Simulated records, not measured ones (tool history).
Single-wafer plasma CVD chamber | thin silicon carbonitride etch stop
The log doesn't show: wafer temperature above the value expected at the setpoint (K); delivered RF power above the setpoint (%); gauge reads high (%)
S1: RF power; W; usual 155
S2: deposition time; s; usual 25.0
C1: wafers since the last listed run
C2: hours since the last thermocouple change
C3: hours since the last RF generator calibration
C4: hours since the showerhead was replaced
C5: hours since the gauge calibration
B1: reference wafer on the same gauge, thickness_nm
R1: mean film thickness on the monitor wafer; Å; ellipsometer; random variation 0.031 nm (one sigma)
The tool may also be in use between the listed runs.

| run | day | S1 | S2 | C1 | C2 | C3 | C4 | C5 | B1 | R1 |
|---|---|---|---|---|---|---|---|---|---|---|
| 1 | 0.000 | 155 | 25.0 | 0 | 1074.0 | 2253.5 | 6857.6 | 574.2 | 14.205 | 131.61 |
| 2 | 1.100 | 155 | 25.0 | 657 | 1100.4 | 2279.9 | 6884.0 | 600.6 | 14.202 | 131.81 |
| 3 | 2.021 | 155 | 25.0 | 550 | 1122.5 | 2302.0 | 6906.1 | 622.7 | 14.209 | 131.72 |
| 4 | 2.921 | 155 | 25.0 | 537 | 1144.1 | 2323.6 | 6927.7 | 644.3 | 14.199 | 131.61 |
| 5 | 4.175 | 155 | 25.0 | 749 | 1174.2 | 2353.7 | 6957.8 | 674.4 | 14.198 | 131.88 |
| 6 | 4.925 | 155 | 25.0 | 448 | 1192.2 | 2371.7 | 6975.8 | 692.4 | 14.197 | 131.10 |
| 7 | 5.617 | 140 | 25.0 | 413 | 1208.8 | 2388.3 | 6992.4 | 709.0 | 14.195 | 127.97 |
| 8 | 6.162 | 140 | 25.0 | 326 | 1221.9 | 2401.4 | 7005.5 | 722.1 | 14.201 | 128.04 |
| 9 | 7.192 | 140 | 25.0 | 614 | 1246.6 | 2426.1 | 7030.2 | 746.8 | 14.196 | 127.59 |
| 10 | 7.871 | 155 | 25.0 | 405 | 1262.9 | 2442.4 | 7046.5 | 763.1 | 14.211 | 131.29 |
| 11 | 8.762 | 155 | 25.0 | 532 | 1284.3 | 2463.8 | 7067.9 | 784.5 | 14.199 | 131.39 |
|  | 10.108 | thermocouple changed; heater temperature recalibrated |
| 12 | 10.129 | 155 | 25.0 | 617 | 0.5 | 2496.6 | 7100.7 | 817.3 | 14.209 | 131.92 |
|  | 11.025 | showerhead replaced |
| 13 | 11.046 | 140 | 27.1 | 348 | 22.5 | 2518.6 | 0.5 | 839.3 | 14.193 | 138.06 |
| 14 | 11.771 | 125 | 27.7 | 433 | 39.9 | 2536.0 | 17.9 | 856.7 | 14.195 | 137.30 |
| 15 | 12.725 | 145 | 25.0 | 569 | 62.8 | 2558.9 | 40.8 | 879.6 | 14.205 | 128.70 |
| 16 | 14.192 | 155 | 25.0 | 876 | 98.0 | 2594.1 | 76.0 | 914.8 | 14.194 | 130.83 |
| 17 | 14.933 | 155 | 25.0 | 443 | 115.8 | 2611.9 | 93.8 | 932.6 | 14.190 | 131.36 |
| 18 | 16.150 | 155 | 23.1 | 726 | 145.0 | 2641.1 | 123.0 | 961.8 | 14.203 | 120.76 |
| 19 | 17.183 | 155 | 28.1 | 617 | 169.8 | 2665.9 | 147.8 | 986.6 | 14.196 | 146.94 |
| 20 | 17.958 | 180 | 25.0 | 462 | 188.4 | 2684.5 | 166.4 | 1005.2 | 14.202 | 135.99 |
|  | 18.712 | RF generator calibrated |
| 21 | 19.421 | 155 | 25.0 | 674 | 223.5 | 17.0 | 201.5 | 1040.3 | 14.195 | 134.14 |
|  | 20.879 | gauge calibrated |
| 22 | 22.604 | 130 | 23.7 | 1901 | 299.9 | 93.4 | 277.9 | 41.4 | 14.194 | 121.26 |
| 23 | 23.558 | 155 | 25.0 | 569 | 322.8 | 116.3 | 300.8 | 64.3 | 14.208 | 134.54 |
| 24 | 24.338 | 155 | 25.0 | 465 | 341.5 | 135.0 | 319.5 | 83.0 | 14.210 | 134.04 |
| 25 | 25.129 | 155 | 25.0 | 472 | 360.5 | 154.0 | 338.5 | 102.0 | 14.200 | 133.93 |
| 26 | 26.400 | 125 | 22.3 | 759 | 391.0 | 184.5 | 369.0 | 132.5 | 14.189 | 113.20 |
| 27 | 30.821 | 185 | 25.0 | 2640 | 497.1 | 290.6 | 475.1 | 238.6 | 14.208 | 141.00 |
| 28 | 35.112 | 155 | 25.0 | 2563 | 600.1 | 393.6 | 578.1 | 341.6 | 14.191 | 134.13 |
| 29 | 36.504 | 140 | 28.9 | 831 | 633.5 | 427.0 | 611.5 | 375.0 | 14.200 | 149.94 |
| 30 | 37.362 | 155 | 27.0 | 512 | 654.1 | 447.6 | 632.1 | 395.6 | 14.187 | 144.63 |
| 31 | 38.179 | 140 | 21.2 | 487 | 673.7 | 467.2 | 651.7 | 415.2 | 14.203 | 110.44 |
| 32 | 38.725 | 125 | 22.0 | 326 | 686.8 | 480.3 | 664.8 | 428.3 | 14.200 | 111.37 |
| 33 | 39.946 | 125 | 20.2 | 729 | 716.1 | 509.6 | 694.1 | 457.6 | 14.196 | 102.05 |
| 34 | 41.058 | 155 | 25.0 | 664 | 742.8 | 536.3 | 720.8 | 484.3 | 14.189 | 134.90 |
| 35 | 41.942 | 170 | 26.6 | 527 | 764.0 | 557.5 | 742.0 | 505.5 | 14.205 | 145.95 |

Measured less the same run without the tool's hidden state. The same run-to-run variation is in both; the gauge's scatter may not be:
| run | R1 |
|---|---|
| 1 | -2.73 |
| 2 | -2.80 |
| 3 | -2.86 |
| 4 | -2.91 |
| 5 | -2.99 |
| 6 | -3.02 |
| 7 | -2.99 |
| 8 | -3.03 |
| 9 | -3.08 |
| 10 | -3.21 |
| 11 | -3.28 |
| 12 | -3.38 |
| 13 | -3.61 |
| 14 | -3.63 |
| 15 | -3.47 |
| 16 | -3.63 |
| 17 | -3.69 |
| 18 | -3.48 |
| 19 | -4.31 |
| 20 | -4.06 |
| 21 | -0.40 |
| 22 | -0.36 |
| 23 | -0.40 |
| 24 | -0.41 |
| 25 | -0.40 |
| 26 | -0.35 |
| 27 | -0.46 |
| 28 | -0.48 |
| 29 | -0.55 |
| 30 | -0.54 |
| 31 | -0.42 |
| 32 | -0.43 |
| 33 | -0.41 |
| 34 | -0.55 |
| 35 | -0.61 |

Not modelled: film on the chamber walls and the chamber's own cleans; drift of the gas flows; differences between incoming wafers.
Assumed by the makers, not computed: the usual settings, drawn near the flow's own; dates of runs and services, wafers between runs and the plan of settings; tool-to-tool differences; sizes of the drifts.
